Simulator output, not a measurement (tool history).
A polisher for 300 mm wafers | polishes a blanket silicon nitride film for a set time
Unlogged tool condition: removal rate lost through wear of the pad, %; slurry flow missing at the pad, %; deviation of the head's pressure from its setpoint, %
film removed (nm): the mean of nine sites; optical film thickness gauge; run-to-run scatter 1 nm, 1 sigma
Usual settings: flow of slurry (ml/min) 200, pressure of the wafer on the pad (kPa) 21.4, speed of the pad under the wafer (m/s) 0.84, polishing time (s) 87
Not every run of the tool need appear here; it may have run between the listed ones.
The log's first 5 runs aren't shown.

run,hour,flow of slurry (ml/min),pressure of the wafer on the pad (kPa),speed of the pad under the wafer (m/s),polishing time (s),wafers since the last listed run,wafers polished on this pad,hours since the slurry nozzle was cleaned,hours since the head pressure was calibrated,"incoming thickness of the incoming film, nm",film removed (nm)
6,342.3,200,21.4,0.84,87,457,1957,336,156,459.1,125.3
7,399.1,200,15.9,0.84,87,639,2597,392.8,212.8,467,97.8
8,461.7,200,15.9,0.84,87,705,3302,455.4,275.4,462.7,97.8
# hour 473.9: slurry nozzle cleaned
9,614.6,200,15.9,0.84,87,1711,5013,140.7,428.3,461.6,104.4
10,680.9,200,21.4,0.84,87,746,5760,207,494.6,458.7,130.2
# hour 688.3: worn pad replaced by a new one
11,749.1,200,21.4,0.84,87,723,685,275.2,562.8,466.3,133.9
12,791.4,200,21.4,0.84,87,476,1161,317.5,605.1,454.7,130.4
13,877.8,200,21.4,0.84,87,973,2135,403.9,691.5,462.7,128.6
14,926.3,200,21.4,0.84,107,546,2681,452.4,740,456.6,157
# hour 1003.1: slurry nozzle cleaned
15,1004.5,200,21.4,0.84,87,869,3551,1.4,818.2,462,133.8
16,1097.6,200,21.4,0.84,87,1048,4599,94.5,911.3,460.3,135.6
17,1201.2,200,21.4,0.84,87,1166,5766,198.1,1014.9,461.5,131.8
# hour 1208.7: worn pad replaced by a new one
18,1254.9,200,21.4,0.84,87,559,520,251.8,1068.6,459.2,131.3
19,1305.5,200,21.4,0.84,87,569,1090,302.4,1119.2,467.5,132.6
20,1351.3,200,21.4,0.84,87,515,1606,348.2,1165,456.4,129.4
21,1395.5,255,21.4,0.84,87,497,2103,392.4,1209.2,460,136.1
# hour 1399.5: head pressure recalibrated
22,1494.5,150,24.8,1.02,102,1092,3196,491.4,95,463.7,170.8
# hour 1511.4: slurry nozzle cleaned
23,1566.1,200,21.4,0.94,70,795,3991,54.7,166.6,455.9,112
24,1637.9,200,21.4,0.62,87,808,4800,126.5,238.4,460.6,101.8
25,1744.5,250,21.4,0.84,87,1200,6001,233.1,345,470,132.8
# hour 1784.9: worn pad replaced by a new one
26,1847.6,200,21.4,0.84,87,1116,706,336.2,448.1,468.1,127.7

What does the tool deliver on the next run?
27,1950.4,200,15.9,0.84,87,1157,1864,439,550.9,452.1,?

{"run 27": {"film removed (nm)": 99.6}}
The same run, on a tool lacking any hidden state, would have yielded film removed (nm) 99.
